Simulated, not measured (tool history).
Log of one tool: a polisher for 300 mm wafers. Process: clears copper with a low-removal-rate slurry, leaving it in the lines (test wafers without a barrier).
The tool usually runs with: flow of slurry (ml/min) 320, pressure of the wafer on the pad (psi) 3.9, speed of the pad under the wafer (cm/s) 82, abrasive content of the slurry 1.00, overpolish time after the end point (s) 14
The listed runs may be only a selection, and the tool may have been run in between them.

| run | hour | flow of slurry (ml/min) | pressure of the wafer on the pad (psi) | speed of the pad under the wafer (cm/s) | abrasive content of the slurry | overpolish time after the end point (s) | incoming thickness of the incoming film, nm | time until the end point was called (s) | dishing of a wide line in a test structure (nm) |
|---|---|---|---|---|---|---|---|---|---|
| 1 | 0.0 | 320 | 3.9 | 82 | 1.00 | 14 | 505.1 | 152.7 | 35.0 |
| 2 | 15.7 | 320 | 3.9 | 82 | 1.00 | 14 | 511.4 | 157.6 | 36.0 |
| 3 | 24.1 | 320 | 3.9 | 82 | 1.00 | 14 | 518.3 | 156.7 | 37.4 |
| 4 | 39.1 | 320 | 3.9 | 100 | 1.00 | 14 | 519.9 | 132.5 | 40.0 |
| 5 | 55.2 | 320 | 3.9 | 100 | 1.00 | 14 | 523.7 | 129.9 | 42.0 |
|  | 61.8 | worn pad replaced by a new one |
| 6 | 62.3 | 320 | 3.9 | 100 | 1.00 | 14 | 507.5 | 131.5 | 41.6 |
| 7 | 78.6 | 320 | 3.9 | 82 | 1.00 | 14 | 515.2 | 158.3 | 36.3 |
|  | 85.3 | slurry blender recalibrated |
| 8 | 100.0 | 320 | 3.9 | 82 | 1.00 | 14 | 515.0 | 157.6 | 36.4 |
| 9 | 114.3 | 320 | 4.5 | 82 | 0.80 | 14 | 512.5 | 139.7 | 39.0 |
| 10 | 126.4 | 320 | 3.9 | 82 | 1.00 | 14 | 513.1 | 156.1 | 36.6 |
|  | 133.9 | slurry nozzle cleaned |
| 11 | 134.4 | 320 | 3.9 | 82 | 1.00 | 14 | 516.1 | 158.1 | 36.3 |
| 12 | 148.4 | 320 | 3.9 | 58 | 0.80 | 14 | 510.9 | 228.6 | 25.3 |
| 13 | 166.8 | 320 | 3.9 | 82 | 1.20 | 7 | 511.8 | 152.8 | 20.4 |
|  | 184.2 | worn pad replaced by a new one |
| 14 | 184.7 | 320 | 3.9 | 58 | 1.00 | 9 | 520.6 | 216.4 | 18.8 |
| 15 | 195.7 | 320 | 3.9 | 82 | 1.00 | 8 | 522.5 | 157.7 | 22.0 |
|  | 201.8 | slurry blender recalibrated |
| 16 | 208.2 | 320 | 3.9 | 110 | 1.25 | 14 | 513.4 | 113.2 | 45.7 |
|  | 216.7 | head pressure recalibrated |
| 17 | 222.6 | 405 | 3.9 | 82 | 1.00 | 10 | 516.2 | 172.3 | 25.2 |
| 18 | 232.8 | 320 | 3.9 | 82 | 1.00 | 14 | 519.3 | 183.1 | 32.9 |
| 19 | 241.9 | 320 | 3.9 | 62 | 1.00 | 14 | 518.0 | 227.8 | 26.1 |
| 20 | 256.3 | 320 | 3.9 | 82 | 0.80 | 14 | 513.5 | 182.1 | 30.6 |
| 21 | 262.4 | 320 | 3.9 | 82 | 1.00 | 14 | 516.9 | 173.9 | 32.9 |
| 22 | 272.2 | 320 | 3.9 | 82 | 1.00 | 19 | 510.3 | 174.3 | 41.6 |
|  | 285.6 | worn pad replaced by a new one |
|  | 319.0 | slurry blender recalibrated |
| 23 | 323.7 | 225 | 3.9 | 82 | 1.00 | 14 | 515.8 | 175.2 | 33.3 |
| 24 | 337.4 | 320 | 3.9 | 82 | 1.00 | 14 | 522.6 | 174.8 | 32.7 |
| 25 | 347.8 | 320 | 3.9 | 62 | 1.00 | 14 | 507.9 | 218.5 | 27.1 |
| 26 | 364.3 | 320 | 3.9 | 100 | 1.00 | 14 | 511.8 | 137.7 | 39.1 |
| 27 | 373.8 | 320 | 4.8 | 94 | 1.00 | 9 | 509.6 | 118.8 | 30.9 |

Per-run results on a tool with no hidden state, each run keeping its own random variation:
Hidden state present: removal rate lost through wear of the pad, %; slurry flow missing at the pad, %; deviation of the head's pressure from its setpoint, %; abrasive missing from the slurry, %.
| run | time until the end point was called (s) | dishing of a wide line in a test structure (nm) |
|---|---|---|
| 1 | 168.6 | 32.2 |
| 2 | 174.3 | 33.1 |
| 3 | 173.4 | 34.3 |
| 4 | 146.8 | 36.8 |
| 5 | 144.0 | 38.6 |
| 6 | 145.9 | 38.2 |
| 7 | 175.8 | 33.2 |
| 8 | 175.2 | 33.3 |
| 9 | 155.4 | 35.7 |
| 10 | 173.8 | 33.4 |
| 11 | 176.1 | 33.1 |
| 12 | 254.8 | 22.9 |
| 13 | 170.4 | 18.4 |
| 14 | 241.5 | 17.0 |
| 15 | 176.1 | 19.9 |
| 16 | 126.5 | 41.9 |
| 17 | 170.2 | 25.4 |
| 18 | 182.0 | 33.1 |
| 19 | 227.5 | 26.1 |
| 20 | 183.2 | 30.4 |
| 21 | 175.5 | 32.6 |
| 22 | 176.7 | 41.2 |
| 23 | 181.3 | 32.4 |
| 24 | 181.7 | 31.6 |
| 25 | 227.9 | 26.1 |
| 26 | 144.4 | 37.6 |
| 27 | 124.9 | 29.6 |

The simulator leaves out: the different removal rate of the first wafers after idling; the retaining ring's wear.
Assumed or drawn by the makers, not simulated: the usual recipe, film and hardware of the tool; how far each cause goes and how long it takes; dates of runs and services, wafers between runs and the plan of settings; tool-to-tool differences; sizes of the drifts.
